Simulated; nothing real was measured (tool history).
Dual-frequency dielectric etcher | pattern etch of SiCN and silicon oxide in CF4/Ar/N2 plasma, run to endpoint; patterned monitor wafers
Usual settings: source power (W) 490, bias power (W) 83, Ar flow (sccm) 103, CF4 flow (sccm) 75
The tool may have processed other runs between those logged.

| run | hour | source power (W) | bias power (W) | Ar flow (sccm) | CF4 flow (sccm) | wafers since the last listed run | hours since the last wet clean | hours since the last source power generator calibration | hours since the last bias power generator calibration | hours since the last Ar flow controller change | hours since the last CF4 flow controller change | hours since the last upper electrode change | incoming incoming film thickness, nm | endpoint time (s) |
|---|---|---|---|---|---|---|---|---|---|---|---|---|---|---|
| 1 | 0.0 | 490 | 83 | 103 | 75 | 0 | 42.2 | 2352.3 | 2566.1 | 2878.0 | 5325.2 | 4711.9 | 10.97 | 10.7 |
| 2 | 25.8 | 490 | 83 | 103 | 75 | 534 | 68.0 | 2378.1 | 2591.9 | 2903.8 | 5351.0 | 4737.7 | 10.96 | 10.7 |
| 3 | 50.7 | 490 | 83 | 103 | 75 | 515 | 92.9 | 2403.0 | 2616.8 | 2928.7 | 5375.9 | 4762.6 | 11.01 | 10.8 |
| 4 | 108.9 | 490 | 83 | 103 | 75 | 1205 | 151.1 | 2461.2 | 2675.0 | 2986.9 | 5434.1 | 4820.8 | 10.95 | 10.8 |
| 5 | 170.7 | 490 | 83 | 103 | 65 | 1280 | 212.9 | 2523.0 | 2736.8 | 3048.7 | 5495.9 | 4882.6 | 11.10 | 11.1 |
| 6 | 242.3 | 490 | 83 | 103 | 65 | 1483 | 284.5 | 2594.6 | 2808.4 | 3120.3 | 5567.5 | 4954.2 | 10.93 | 11.0 |
| 7 | 285.9 | 490 | 83 | 103 | 65 | 903 | 328.1 | 2638.2 | 2852.0 | 3163.9 | 5611.1 | 4997.8 | 11.00 | 11.1 |
| 8 | 317.8 | 490 | 83 | 103 | 75 | 660 | 360.0 | 2670.1 | 2883.9 | 3195.8 | 5643.0 | 5029.7 | 10.98 | 11.0 |
|  | 384.6 | source power generator calibrated |
| 9 | 384.9 | 490 | 83 | 103 | 75 | 1307 | 427.1 | 0.3 | 2951.0 | 3262.9 | 5710.1 | 5096.8 | 10.94 | 10.9 |
|  | 406.6 | Ar flow controller replaced |
|  | 445.5 | wet clean of the chamber |
| 10 | 446.0 | 490 | 83 | 103 | 75 | 644 | 0.5 | 61.4 | 3012.1 | 39.4 | 5771.2 | 5157.9 | 11.04 | 10.7 |
| 11 | 494.2 | 490 | 70 | 103 | 75 | 998 | 48.7 | 109.6 | 3060.3 | 87.6 | 5819.4 | 5206.1 | 11.04 | 11.4 |
|  | 548.6 | upper electrode replaced |
| 12 | 549.1 | 450 | 83 | 117 | 69 | 640 | 103.6 | 164.5 | 3115.2 | 142.5 | 5874.3 | 0.5 | 10.98 | 12.0 |
| 13 | 606.7 | 490 | 83 | 128 | 58 | 1193 | 161.2 | 222.1 | 3172.8 | 200.1 | 5931.9 | 58.1 | 10.94 | 11.5 |
|  | 628.4 | bias power generator calibrated |
| 14 | 676.4 | 490 | 100 | 103 | 67 | 1361 | 230.9 | 291.8 | 48.0 | 269.8 | 6001.6 | 127.8 | 11.06 | 10.4 |
|  | 715.0 | CF4 flow controller replaced |
| 15 | 724.4 | 490 | 83 | 103 | 75 | 870 | 278.9 | 339.8 | 96.0 | 317.8 | 9.4 | 175.8 | 10.92 | 10.9 |
| 16 | 785.6 | 490 | 104 | 90 | 75 | 1267 | 340.1 | 401.0 | 157.2 | 379.0 | 70.6 | 237.0 | 11.10 | 10.0 |
| 17 | 844.8 | 490 | 71 | 85 | 75 | 1226 | 399.3 | 460.2 | 216.4 | 438.2 | 129.8 | 296.2 | 10.97 | 11.1 |
| 18 | 883.1 | 490 | 93 | 80 | 75 | 793 | 437.6 | 498.5 | 254.7 | 476.5 | 168.1 | 334.5 | 11.06 | 10.3 |
| 19 | 927.5 | 490 | 83 | 103 | 75 | 919 | 482.0 | 542.9 | 299.1 | 520.9 | 212.5 | 378.9 | 10.96 | 11.0 |
| 20 | 970.8 | 490 | 91 | 91 | 75 | 897 | 525.3 | 586.2 | 342.4 | 564.2 | 255.8 | 422.2 | 10.89 | 10.5 |
|  | 1039.1 | wet clean of the chamber |
| 21 | 1039.6 | 390 | 66 | 110 | 87 | 928 | 0.5 | 655.0 | 411.2 | 633.0 | 324.6 | 491.0 | 10.98 | 13.8 |
| 22 | 1060.3 | 490 | 83 | 82 | 75 | 428 | 21.2 | 675.7 | 431.9 | 653.7 | 345.3 | 511.7 | 11.06 | 10.3 |
| 23 | 1089.6 | 490 | 83 | 103 | 75 | 607 | 50.5 | 705.0 | 461.2 | 683.0 | 374.6 | 541.0 | 11.00 | 10.7 |

5 options for the next run, each taken on its own from the tool as it stands now. Forecast them:
| A | 1090.0 | 490 | 89 | 103 | 75 | 8 | 50.9 | 705.4 | 461.6 | 683.4 | 375.0 | 541.4 | 10.94 | ? |
| B | 1090.0 | 430 | 83 | 103 | 75 | 8 | 50.9 | 705.4 | 461.6 | 683.4 | 375.0 | 541.4 | 10.94 | ? |
| C | 1090.0 | 410 | 74 | 80 | 66 | 8 | 50.9 | 705.4 | 461.6 | 683.4 | 375.0 | 541.4 | 10.94 | ? |
| D | 1090.0 | 430 | 83 | 84 | 91 | 8 | 50.9 | 705.4 | 461.6 | 683.4 | 375.0 | 541.4 | 10.94 | ? |
| E | 1090.0 | 490 | 97 | 103 | 92 | 8 | 50.9 | 705.4 | 461.6 | 683.4 | 375.0 | 541.4 | 10.94 | ? |

| run | endpoint time (s) |
|---|---|
| A | 10.4 |
| B | 11.9 |
| C | 12.4 |
| D | 11.3 |
| E | 9.9 |
Without the tool's unlogged condition, the same runs would have read:
| run | endpoint time (s) |
|---|---|
| A | 10.4 |
| B | 11.9 |
| C | 12.4 |
| D | 11.3 |
| E | 9.9 |
